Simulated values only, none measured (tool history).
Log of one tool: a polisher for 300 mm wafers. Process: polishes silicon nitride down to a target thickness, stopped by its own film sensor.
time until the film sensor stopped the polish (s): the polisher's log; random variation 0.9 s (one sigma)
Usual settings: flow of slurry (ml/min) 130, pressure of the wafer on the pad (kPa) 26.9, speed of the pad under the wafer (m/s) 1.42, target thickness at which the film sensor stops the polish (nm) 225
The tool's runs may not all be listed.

| run | hour | flow of slurry (ml/min) | pressure of the wafer on the pad (kPa) | speed of the pad under the wafer (m/s) | target thickness at which the film sensor stops the polish (nm) | wafers since the last listed run | wafers polished on this pad | hours since the slurry nozzle was cleaned | hours since the head pressure was calibrated | incoming thickness of the incoming film, nm | time until the film sensor stopped the polish (s) |
|---|---|---|---|---|---|---|---|---|---|---|---|
| 1 | 0.0 | 130 | 26.9 | 1.06 | 225 | 0 | 1138 | 364.3 | 455.4 | 412.8 | 93.7 |
| 2 | 14.0 | 130 | 26.9 | 1.06 | 225 | 206 | 1344 | 378.3 | 469.4 | 405.7 | 88.9 |
| 3 | 44.1 | 130 | 26.9 | 1.06 | 225 | 444 | 1789 | 408.4 | 499.5 | 405.7 | 90.1 |
|  | 51.0 | worn pad replaced by a new one |
| 4 | 70.8 | 100 | 26.9 | 1.42 | 225 | 335 | 292 | 435.1 | 526.2 | 404.1 | 74.7 |
| 5 | 87.9 | 100 | 26.9 | 1.42 | 225 | 252 | 545 | 452.2 | 543.3 | 406.7 | 76.9 |
| 6 | 118.0 | 130 | 26.9 | 1.66 | 225 | 444 | 989 | 482.3 | 573.4 | 415.8 | 67.1 |
| 7 | 148.0 | 130 | 26.9 | 1.66 | 225 | 443 | 1432 | 512.3 | 603.4 | 410.6 | 65.8 |
| 8 | 175.9 | 130 | 26.9 | 1.32 | 225 | 412 | 1845 | 540.2 | 631.3 | 415.5 | 81.1 |
|  | 183.5 | worn pad replaced by a new one |
|  | 256.1 | slurry nozzle cleaned |
| 9 | 277.9 | 130 | 26.9 | 1.32 | 225 | 1432 | 1379 | 21.8 | 733.3 | 412.3 | 79.6 |
|  | 300.1 | worn pad replaced by a new one |
| 10 | 311.7 | 130 | 26.9 | 1.32 | 225 | 440 | 170 | 55.6 | 767.1 | 413.4 | 79.9 |
|  | 339.5 | head pressure recalibrated |
| 11 | 340.3 | 130 | 26.9 | 1.42 | 270 | 392 | 563 | 84.2 | 0.8 | 418.4 | 58.4 |
| 12 | 364.7 | 130 | 26.9 | 1.06 | 225 | 360 | 924 | 108.6 | 25.2 | 408.5 | 90.4 |
| 13 | 377.4 | 130 | 26.9 | 1.92 | 225 | 187 | 1111 | 121.3 | 37.9 | 412.4 | 58.1 |
| 14 | 390.6 | 115 | 21.4 | 1.42 | 255 | 194 | 1306 | 134.5 | 51.1 | 405.9 | 76.5 |
| 15 | 406.8 | 130 | 26.9 | 1.42 | 225 | 239 | 1545 | 150.7 | 67.3 | 410.3 | 73.3 |
|  | 430.9 | worn pad replaced by a new one |
| 16 | 441.7 | 130 | 26.9 | 1.42 | 225 | 456 | 158 | 185.6 | 102.2 | 411.7 | 73.4 |
| 17 | 456.5 | 175 | 31.0 | 1.06 | 285 | 218 | 377 | 200.4 | 117.0 | 410.7 | 51.4 |
| 18 | 479.4 | 130 | 26.9 | 1.82 | 267 | 338 | 715 | 223.3 | 139.9 | 410.5 | 47.0 |
| 19 | 501.4 | 130 | 26.9 | 1.42 | 225 | 324 | 1040 | 245.3 | 161.9 | 410.9 | 73.0 |
| 20 | 520.9 | 145 | 26.9 | 1.42 | 225 | 288 | 1328 | 264.8 | 181.4 | 410.5 | 73.7 |
|  | 542.1 | worn pad replaced by a new one |
| 21 | 545.2 | 100 | 20.7 | 1.14 | 225 | 299 | 46 | 289.1 | 205.7 | 404.3 | 116.6 |
| 22 | 559.3 | 100 | 26.9 | 1.92 | 225 | 208 | 254 | 303.2 | 219.8 | 407.2 | 61.3 |
| 23 | 579.3 | 130 | 26.9 | 1.42 | 225 | 295 | 549 | 323.2 | 239.8 | 410.9 | 71.7 |

Forecast each of these 3 alternatives for the next run:
| A | 579.7 | 130 | 26.9 | 1.42 | 171 | 5 | 555 | 323.6 | 240.2 | 409.7 | ? |
| B | 579.7 | 105 | 26.9 | 0.96 | 225 | 5 | 555 | 323.6 | 240.2 | 409.7 | ? |
| C | 579.7 | 165 | 17.9 | 1.62 | 171 | 5 | 555 | 323.6 | 240.2 | 409.7 | ? |

| run | time until the film sensor stopped the polish (s) |
|---|---|
| A | 94.6 |
| B | 103.5 |
| C | 121.4 |
Without the tool's hidden state the same runs would have given:
| run | time until the film sensor stopped the polish (s) |
|---|---|
| A | 94.6 |
| B | 103.5 |
| C | 121.4 |
